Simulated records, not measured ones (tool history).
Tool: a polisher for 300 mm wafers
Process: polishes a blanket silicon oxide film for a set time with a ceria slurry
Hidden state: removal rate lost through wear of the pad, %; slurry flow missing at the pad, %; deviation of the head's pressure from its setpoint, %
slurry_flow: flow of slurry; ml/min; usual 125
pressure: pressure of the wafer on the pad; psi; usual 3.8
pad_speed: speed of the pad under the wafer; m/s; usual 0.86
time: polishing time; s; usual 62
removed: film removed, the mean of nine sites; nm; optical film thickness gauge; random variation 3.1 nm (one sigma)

run	day	slurry_flow	pressure	pad_speed	time	wafers since the last listed run	wafers polished on this pad	hours since the slurry nozzle was cleaned	hours since the head pressure was calibrated	incoming thickness of the incoming film, nm	removed
1	0.000	125	3.8	0.86	62	0	1363	45.6	360.7	884.6	304.4
2	0.750	125	3.8	0.86	62	247	1610	63.6	378.7	889.9	305.0
# day 1.175: worn pad replaced by a new one
3	1.483	125	3.8	0.86	62	186	101	81.2	396.3	891.6	316.4
4	1.812	125	3.8	0.86	62	108	210	89.1	404.2	876.7	313.4
5	2.404	125	3.8	0.86	62	195	405	103.3	418.4	895.8	314.6
6	2.883	125	4.2	0.86	70	158	563	114.8	429.9	883.8	391.1
7	3.404	125	4.2	0.86	70	171	735	127.3	442.4	886.6	381.1
8	3.779	125	4.2	0.86	70	123	859	136.3	451.4	897.8	386.7
9	4.525	125	3.8	0.86	62	246	1105	154.2	469.3	887.0	305.9
10	5.088	125	3.8	0.86	62	185	1290	167.7	482.8	889.1	303.8
11	5.483	125	3.8	0.86	62	130	1421	177.2	492.3	888.8	304.8
# day 6.312: worn pad replaced by a new one
12	6.333	125	3.8	0.86	62	225	7	197.6	512.7	885.1	319.2
13	6.483	110	3.8	0.86	62	49	56	201.2	516.3	888.2	314.7
14	6.754	110	3.8	0.86	62	89	146	207.7	522.8	892.6	305.1
15	8.858	100	4.8	0.66	52	694	840	258.2	573.3	890.7	232.7
16	9.288	125	3.8	0.86	62	141	981	268.5	583.6	894.4	304.4
17	9.588	125	4.2	1.10	62	98	1080	275.7	590.8	898.0	427.1
18	9.912	140	4.8	0.94	45	107	1188	283.5	598.6	891.6	308.6
19	10.354	125	3.8	0.86	62	145	1333	294.1	609.2	901.6	309.3
# day 10.892: worn pad replaced by a new one, of another model than before
20	11.042	125	3.1	0.86	62	171	49	310.6	625.7	877.9	279.5
21	11.646	125	3.8	0.86	62	199	249	325.1	640.2	908.0	309.7
22	12.058	155	3.4	0.86	62	136	385	335.0	650.1	882.9	298.0
23	12.592	90	4.6	0.78	62	175	561	347.8	662.9	900.0	307.1
24	13.017	145	3.8	0.64	68	140	701	358.0	673.1	879.6	286.8
25	13.304	125	3.8	0.86	62	94	796	364.9	680.0	890.0	309.1
26	13.571	125	3.8	0.66	62	87	884	371.3	686.4	895.0	260.0
# day 14.033: head pressure recalibrated
27	14.058	125	3.8	0.86	62	133	1017	383.0	0.6	901.1	304.2
28	14.400	85	5.0	0.66	74	112	1130	391.2	8.8	891.6	347.1
# day 14.604: slurry nozzle cleaned
29	15.112	125	3.8	1.06	54	221	1351	12.2	25.9	875.4	304.0
# day 15.358: worn pad replaced by a new one
30	15.712	125	3.8	0.86	79	142	116	26.6	40.3	890.1	402.7
31	16.133	125	3.8	0.58	62	138	255	36.7	50.4	905.4	251.3
32	16.846	125	3.8	0.86	62	235	490	53.8	67.5	882.2	309.4
33	17.296	125	3.8	0.86	62	148	638	64.6	78.3	888.4	309.3
34	18.038	125	2.9	0.62	62	244	883	82.4	96.1	901.9	216.3
35	18.317	125	3.8	0.86	62	92	975	89.1	102.8	874.1	306.4
36	18.688	155	3.4	0.86	62	122	1098	98.0	111.7	884.3	288.7
37	19.333	125	3.8	0.86	62	213	1311	113.5	127.2	888.5	305.5
38	19.896	125	3.8	0.86	53	185	1496	127.0	140.7	893.4	264.0

Some steps in removed between neighbouring runs. How much of each would the tool show without its hidden state too (settings, what came in, random variation), and how much is left for the hidden state, with any gauge scatter that isn't in both results?
Run 11 -> 12: worn pad replaced by a new one. removed +14.4 nm: hidden state +16.0, all else -1.6.
Run 16 -> 17: pressure 3.8 -> 4.2, pad_speed 0.86 -> 1.10. removed +122.7 nm: hidden state -7.0, all else +129.7.
Run 17 -> 18: slurry_flow 125 -> 140, pressure 4.2 -> 4.8, pad_speed 1.10 -> 0.94, time 62 -> 45. removed -118.5 nm: hidden state +5.8, all else -124.3.
Run 19 -> 20: pressure 3.8 -> 3.1, worn pad replaced by a new one, of another model than before. removed -29.8 nm: hidden state +13.4, all else -43.2.
Run 29 -> 30: pad_speed 1.06 -> 0.86, time 54 -> 79, worn pad replaced by a new one. removed +98.7 nm: hidden state +14.9, all else +83.8.
Run 30 -> 31: pad_speed 0.86 -> 0.58, time 79 -> 62. removed -151.4 nm: hidden state -1.0, all else -150.4.
